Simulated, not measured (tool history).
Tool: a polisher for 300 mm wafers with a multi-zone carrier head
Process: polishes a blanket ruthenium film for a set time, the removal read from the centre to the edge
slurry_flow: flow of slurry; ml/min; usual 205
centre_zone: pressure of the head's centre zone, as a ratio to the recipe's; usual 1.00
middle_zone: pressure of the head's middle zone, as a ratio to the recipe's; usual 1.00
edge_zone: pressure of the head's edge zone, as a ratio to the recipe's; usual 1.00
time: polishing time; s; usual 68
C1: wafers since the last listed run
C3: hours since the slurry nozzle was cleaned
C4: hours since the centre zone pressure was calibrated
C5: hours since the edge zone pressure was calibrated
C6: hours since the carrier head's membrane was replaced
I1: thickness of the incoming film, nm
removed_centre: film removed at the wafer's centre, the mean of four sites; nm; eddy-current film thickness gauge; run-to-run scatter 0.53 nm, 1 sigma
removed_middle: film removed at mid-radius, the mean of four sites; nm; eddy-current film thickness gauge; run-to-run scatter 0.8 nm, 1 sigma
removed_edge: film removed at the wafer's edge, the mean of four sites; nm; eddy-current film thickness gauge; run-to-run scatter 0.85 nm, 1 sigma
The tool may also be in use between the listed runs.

run 1 hour=0.0 | slurry_flow=205 centre_zone=1.00 middle_zone=1.00 edge_zone=1.00 time=68 | C1=0 wafers_polished_on_this_pad=172 C3=402.8 C4=557.0 C5=1443.5 C6=475.0 | I1=547.3 | removed_centre=83.2 removed_middle=85.6 removed_edge=84.2
-- hour=10.5 centre zone pressure recalibrated
run 2 hour=13.0 | slurry_flow=205 centre_zone=1.00 middle_zone=1.00 edge_zone=1.00 time=68 | C1=81 wafers_polished_on_this_pad=254 C3=415.8 C4=2.5 C5=1456.5 C6=488.0 | I1=556.4 | removed_centre=83.5 removed_middle=86.3 removed_edge=83.1
-- hour=16.4 edge zone pressure recalibrated
run 3 hour=21.5 | slurry_flow=205 centre_zone=1.00 middle_zone=0.91 edge_zone=1.00 time=68 | C1=48 wafers_polished_on_this_pad=302 C3=424.3 C4=11.0 C5=5.1 C6=496.5 | I1=543.2 | removed_centre=83.2 removed_middle=81.9 removed_edge=82.8
run 4 hour=35.8 | slurry_flow=205 centre_zone=1.00 middle_zone=0.91 edge_zone=1.00 time=68 | C1=106 wafers_polished_on_this_pad=408 C3=438.6 C4=25.3 C5=19.4 C6=510.8 | I1=542.1 | removed_centre=83.8 removed_middle=81.1 removed_edge=84.0
run 5 hour=51.8 | slurry_flow=205 centre_zone=1.00 middle_zone=0.91 edge_zone=1.00 time=68 | C1=118 wafers_polished_on_this_pad=527 C3=454.6 C4=41.3 C5=35.4 C6=526.8 | I1=556.3 | removed_centre=83.7 removed_middle=81.2 removed_edge=83.6
run 6 hour=84.8 | slurry_flow=205 centre_zone=1.00 middle_zone=1.00 edge_zone=1.00 time=82 | C1=245 wafers_polished_on_this_pad=772 C3=487.6 C4=74.3 C5=68.4 C6=559.8 | I1=552.2 | removed_centre=100.3 removed_middle=104.5 removed_edge=100.4
-- hour=97.0 worn pad replaced by a new one
-- hour=98.3 slurry nozzle cleaned
run 7 hour=98.8 | slurry_flow=205 centre_zone=1.00 middle_zone=1.00 edge_zone=1.00 time=68 | C1=66 wafers_polished_on_this_pad=6 C3=0.5 C4=88.3 C5=82.4 C6=573.8 | I1=562.3 | removed_centre=83.2 removed_middle=86.0 removed_edge=85.2
run 8 hour=108.7 | slurry_flow=205 centre_zone=1.00 middle_zone=1.04 edge_zone=0.97 time=68 | C1=73 wafers_polished_on_this_pad=79 C3=10.4 C4=98.2 C5=92.3 C6=583.7 | I1=547.3 | removed_centre=83.9 removed_middle=90.4 removed_edge=80.7
run 9 hour=119.8 | slurry_flow=170 centre_zone=1.00 middle_zone=1.00 edge_zone=0.94 time=50 | C1=82 wafers_polished_on_this_pad=162 C3=21.5 C4=109.3 C5=103.4 C6=594.8 | I1=555.8 | removed_centre=58.4 removed_middle=61.4 removed_edge=59.2
run 10 hour=128.1 | slurry_flow=205 centre_zone=0.89 middle_zone=1.00 edge_zone=1.00 time=58 | C1=61 wafers_polished_on_this_pad=223 C3=29.8 C4=117.6 C5=111.7 C6=603.1 | I1=549.4 | removed_centre=64.5 removed_middle=72.6 removed_edge=72.0
run 11 hour=144.3 | slurry_flow=205 centre_zone=1.00 middle_zone=1.00 edge_zone=1.00 time=91 | C1=120 wafers_polished_on_this_pad=344 C3=46.0 C4=133.8 C5=127.9 C6=619.3 | I1=550.7 | removed_centre=112.0 removed_middle=115.1 removed_edge=112.1
-- hour=163.3 carrier head's membrane replaced by a new one
run 12 hour=163.8 | slurry_flow=205 centre_zone=1.00 middle_zone=1.00 edge_zone=1.00 time=75 | C1=107 wafers_polished_on_this_pad=452 C3=65.5 C4=153.3 C5=147.4 C6=0.5 | I1=544.9 | removed_centre=92.4 removed_middle=95.2 removed_edge=92.6
run 13 hour=175.8 | slurry_flow=185 centre_zone=1.07 middle_zone=1.00 edge_zone=1.00 time=68 | C1=89 wafers_polished_on_this_pad=541 C3=77.5 C4=165.3 C5=159.4 C6=12.5 | I1=555.7 | removed_centre=87.1 removed_middle=84.6 removed_edge=82.5
run 14 hour=185.2 | slurry_flow=140 centre_zone=0.94 middle_zone=1.09 edge_zone=1.09 time=68 | C1=69 wafers_polished_on_this_pad=610 C3=86.9 C4=174.7 C5=168.8 C6=21.9 | I1=555.6 | removed_centre=73.1 removed_middle=84.7 removed_edge=81.7
run 15 hour=197.4 | slurry_flow=205 centre_zone=1.00 middle_zone=1.04 edge_zone=1.00 time=68 | C1=90 wafers_polished_on_this_pad=701 C3=99.1 C4=186.9 C5=181.0 C6=34.1 | I1=552.5 | removed_centre=83.0 removed_middle=89.1 removed_edge=84.3
run 16 hour=212.7 | slurry_flow=205 centre_zone=1.00 middle_zone=1.05 edge_zone=1.00 time=68 | C1=113 wafers_polished_on_this_pad=815 C3=114.4 C4=202.2 C5=196.3 C6=49.4 | I1=555.5 | removed_centre=83.0 removed_middle=88.6 removed_edge=83.7
-- hour=217.9 worn pad replaced by a new one
run 17 hour=225.9 | slurry_flow=205 centre_zone=1.00 middle_zone=1.00 edge_zone=1.00 time=68 | C1=68 wafers_polished_on_this_pad=59 C3=127.6 C4=215.4 C5=209.5 C6=62.6 | I1=548.8 | removed_centre=83.2 removed_middle=86.1 removed_edge=82.3
run 18 hour=239.1 | slurry_flow=205 centre_zone=1.00 middle_zone=1.00 edge_zone=1.00 time=68 | C1=98 wafers_polished_on_this_pad=157 C3=140.8 C4=228.6 C5=222.7 C6=75.8 | I1=551.6 | removed_centre=83.1 removed_middle=85.4 removed_edge=84.3
run 19 hour=256.4 | slurry_flow=205 centre_zone=1.00 middle_zone=1.00 edge_zone=0.91 time=78 | C1=128 wafers_polished_on_this_pad=285 C3=158.1 C4=245.9 C5=240.0 C6=93.1 | I1=539.1 | removed_centre=95.8 removed_middle=101.1 removed_edge=92.6
run 20 hour=274.3 | slurry_flow=205 centre_zone=1.00 middle_zone=1.00 edge_zone=1.00 time=68 | C1=132 wafers_polished_on_this_pad=418 C3=176.0 C4=263.8 C5=257.9 C6=111.0 | I1=543.9 | removed_centre=83.3 removed_middle=88.2 removed_edge=84.6
run 21 hour=285.7 | slurry_flow=230 centre_zone=1.00 middle_zone=1.04 edge_zone=1.00 time=68 | C1=84 wafers_polished_on_this_pad=503 C3=187.4 C4=275.2 C5=269.3 C6=122.4 | I1=549.8 | removed_centre=85.6 removed_middle=90.2 removed_edge=84.8
run 22 hour=292.3 | slurry_flow=205 centre_zone=0.96 middle_zone=1.00 edge_zone=1.00 time=75 | C1=49 wafers_polished_on_this_pad=552 C3=194.0 C4=281.8 C5=275.9 C6=129.0 | I1=555.5 | removed_centre=89.4 removed_middle=96.4 removed_edge=92.8
run 23 hour=299.0 | slurry_flow=205 centre_zone=1.00 middle_zone=1.03 edge_zone=0.91 time=68 | C1=49 wafers_polished_on_this_pad=602 C3=200.7 C4=288.5 C5=282.6 C6=135.7 | I1=549.6 | removed_centre=84.1 removed_middle=88.5 removed_edge=80.5
run 24 hour=305.7 | slurry_flow=155 centre_zone=1.05 middle_zone=0.94 edge_zone=1.00 time=68 | C1=49 wafers_polished_on_this_pad=652 C3=207.4 C4=295.2 C5=289.3 C6=142.4 | I1=547.7 | removed_centre=82.4 removed_middle=78.7 removed_edge=78.2

Hidden state at the last listed run before each entry between runs and at the first one after, where it differs:
Run 1 -> run 2: centre zone pressure recalibrated (hour 10.5)
  the hidden state is the same at both runs
Run 2 -> run 3: edge zone pressure recalibrated (hour 16.4)
  the hidden state is the same at both runs
Run 6 -> run 7: worn pad replaced by a new one (hour 97.0); slurry nozzle cleaned (hour 98.3)
  the hidden state is the same at both runs
Run 11 -> run 12: carrier head's membrane replaced by a new one (hour 163.3)
  the hidden state is the same at both runs
Run 16 -> run 17: worn pad replaced by a new one (hour 217.9)
  the hidden state is the same at both runs
